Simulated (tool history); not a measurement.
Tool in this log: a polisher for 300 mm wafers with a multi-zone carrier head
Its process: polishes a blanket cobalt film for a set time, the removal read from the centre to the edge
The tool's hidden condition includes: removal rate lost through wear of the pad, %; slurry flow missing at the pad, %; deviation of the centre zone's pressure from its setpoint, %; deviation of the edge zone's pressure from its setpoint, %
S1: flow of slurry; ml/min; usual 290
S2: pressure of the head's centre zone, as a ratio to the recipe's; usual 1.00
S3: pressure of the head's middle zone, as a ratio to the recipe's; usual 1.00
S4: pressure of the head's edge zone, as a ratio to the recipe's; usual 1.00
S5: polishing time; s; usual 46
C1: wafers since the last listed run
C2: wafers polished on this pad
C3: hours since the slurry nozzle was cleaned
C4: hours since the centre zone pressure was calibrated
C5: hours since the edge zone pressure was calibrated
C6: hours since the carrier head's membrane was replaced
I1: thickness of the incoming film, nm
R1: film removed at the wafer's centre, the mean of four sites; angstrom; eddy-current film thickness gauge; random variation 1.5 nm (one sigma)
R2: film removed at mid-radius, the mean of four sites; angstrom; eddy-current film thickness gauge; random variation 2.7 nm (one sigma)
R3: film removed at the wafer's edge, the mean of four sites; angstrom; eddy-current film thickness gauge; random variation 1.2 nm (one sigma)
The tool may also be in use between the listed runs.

run,hour,S1,S2,S3,S4,S5,C1,C2,C3,C4,C5,C6,I1,R1,R2,R3
1,0.0,290,1.00,1.00,1.00,46,0,1776,433.8,902.3,55.1,903.0,792.0,1801,1846,1779
# hour 37.5: slurry nozzle cleaned
2,58.0,290,1.00,1.00,1.00,46,867,2644,20.5,960.3,113.1,961.0,801.2,1884,1897,1853
3,116.4,290,1.00,0.92,1.00,41,889,3533,78.9,1018.7,171.5,1019.4,792.7,1693,1643,1661
# hour 193.7: centre zone pressure recalibrated
4,267.9,290,0.97,1.00,1.12,33,2275,5809,230.4,74.2,323.0,1170.9,788.2,1332,1401,1372
5,312.5,250,0.93,0.95,1.00,46,678,6488,275.0,118.8,367.6,1215.5,794.4,1759,1783,1793
# hour 365.3: worn pad replaced by a new one
6,365.8,290,1.00,1.00,1.00,46,750,7,328.3,172.1,420.9,1268.8,800.2,1843,1944,1829
7,434.8,245,1.00,0.95,1.00,46,1050,1058,397.3,241.1,489.9,1337.8,785.6,1769,1723,1755
# hour 472.1: carrier head's membrane replaced by a new one
8,472.6,290,1.00,1.00,1.07,46,499,1557,435.1,278.9,527.7,0.5,778.9,1815,1893,1854
# hour 536.2: slurry nozzle cleaned
9,537.9,290,1.00,1.04,1.00,53,978,2536,1.7,344.2,593.0,65.8,779.8,2190,2328,2134
10,571.9,290,0.92,1.00,1.09,37,517,3054,35.7,378.2,627.0,99.8,781.4,1439,1566,1546
11,628.4,385,1.00,1.00,1.00,46,860,3914,92.2,434.7,683.5,156.3,792.1,1954,1981,1889
12,693.1,290,0.96,1.00,1.00,46,984,4899,156.9,499.4,748.2,221.0,789.4,1842,1885,1861
13,721.6,290,1.00,1.00,1.00,51,433,5333,185.4,527.9,776.7,249.5,787.1,2122,2156,2077
# hour 733.4: worn pad replaced by a new one
14,763.1,200,1.04,1.00,1.00,56,570,451,226.9,569.4,818.2,291.0,785.4,2215,2198,2156
15,811.5,290,1.00,1.00,1.00,46,736,1188,275.3,617.8,866.6,339.4,785.4,1875,1903,1860
16,837.1,290,0.91,1.00,1.00,55,389,1578,300.9,643.4,892.2,365.0,790.4,2087,2317,2193
17,878.5,290,0.90,1.00,0.95,32,630,2208,342.3,684.8,933.6,406.4,798.8,1188,1312,1246
18,906.8,290,1.07,0.94,0.91,46,430,2639,370.6,713.1,961.9,434.7,803.4,1940,1788,1744
19,972.8,290,1.00,1.00,1.00,46,1004,3644,436.6,779.1,1027.9,500.7,791.4,1816,1856,1791
20,1009.8,335,1.09,1.10,1.00,39,563,4207,473.6,816.1,1064.9,537.7,782.3,1661,1716,1555
# hour 1024.9: centre zone pressure recalibrated
21,1036.3,290,0.95,0.94,1.00,46,372,4580,500.1,11.4,1091.4,564.2,795.5,1746,1750,1784
22,1107.6,290,1.00,1.00,1.00,46,1085,5665,571.4,82.7,1162.7,635.5,775.4,1725,1814,1731

Below are 4 alternative next runs, each starting from the tool's condition after run 22. Predict each:
A,1108.0,290,1.00,1.00,1.00,46,6,5672,571.8,83.1,1163.1,635.9,794.8,?,?,?
B,1108.0,290,1.00,0.94,1.00,46,6,5672,571.8,83.1,1163.1,635.9,794.8,?,?,?
C,1108.0,215,1.00,1.00,1.00,46,6,5672,571.8,83.1,1163.1,635.9,794.8,?,?,?
D,1108.0,290,1.11,1.00,1.11,46,6,5672,571.8,83.1,1163.1,635.9,794.8,?,?,?

run,R1,R2,R3
A,1747,1805,1728
B,1746,1713,1729
C,1605,1674,1638
D,1883,1804,1815
Without the tool's unlogged condition, the same runs would have read:
run,R1,R2,R3
A,1935,1978,1850
B,1934,1878,1851
C,1851,1900,1794
D,2085,1977,1943
